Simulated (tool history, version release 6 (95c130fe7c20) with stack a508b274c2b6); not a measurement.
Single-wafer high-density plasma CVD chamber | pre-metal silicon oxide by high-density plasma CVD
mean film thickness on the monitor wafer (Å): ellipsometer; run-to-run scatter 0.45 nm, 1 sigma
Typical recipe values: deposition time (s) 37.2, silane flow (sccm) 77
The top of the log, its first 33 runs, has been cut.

run,hour,deposition time (s),silane flow (sccm),"read-back reference wafer on the same gauge, thickness_nm",mean film thickness on the monitor wafer (Å)
34,509.6,37.2,66,320.036,2681.99
35,519.2,30.7,69,320.046,2284.83
36,525.3,43.2,82,320.211,3606.05
37,539.2,37.2,77,319.909,2976.74
38,553.2,44,88,319.847,3854.89
39,562.5,37.2,77,320.13,2967.55
40,579.3,37.2,68,320.109,2743.46
41,586.9,33.2,66,320.159,2395.76
42,603.1,29.9,65,319.923,2137.56
43,611.8,43.8,90,320.119,3904.1
44,619.9,43.7,63,319.946,3060.62
45,629.9,37.2,77,320.122,2979.52
46,644,37.2,77,320.078,2973.93
47,652,41.3,69,320.094,3068.98

Below are 3 alternative next runs, each starting from the tool's condition after run 47. Predict each:
A,652.4,37.2,77,?,?
B,652.4,37.2,70,?,?
C,652.4,42.2,77,?,?

run,"read-back reference wafer on the same gauge, thickness_nm",mean film thickness on the monitor wafer (Å)
A,319.912,2978.97
B,319.912,2796.27
C,319.912,3379.37
Without the tool's hidden state the same runs would have given:
run,mean film thickness on the monitor wafer (Å)
A,2990.1
B,2806.71
C,3391.99
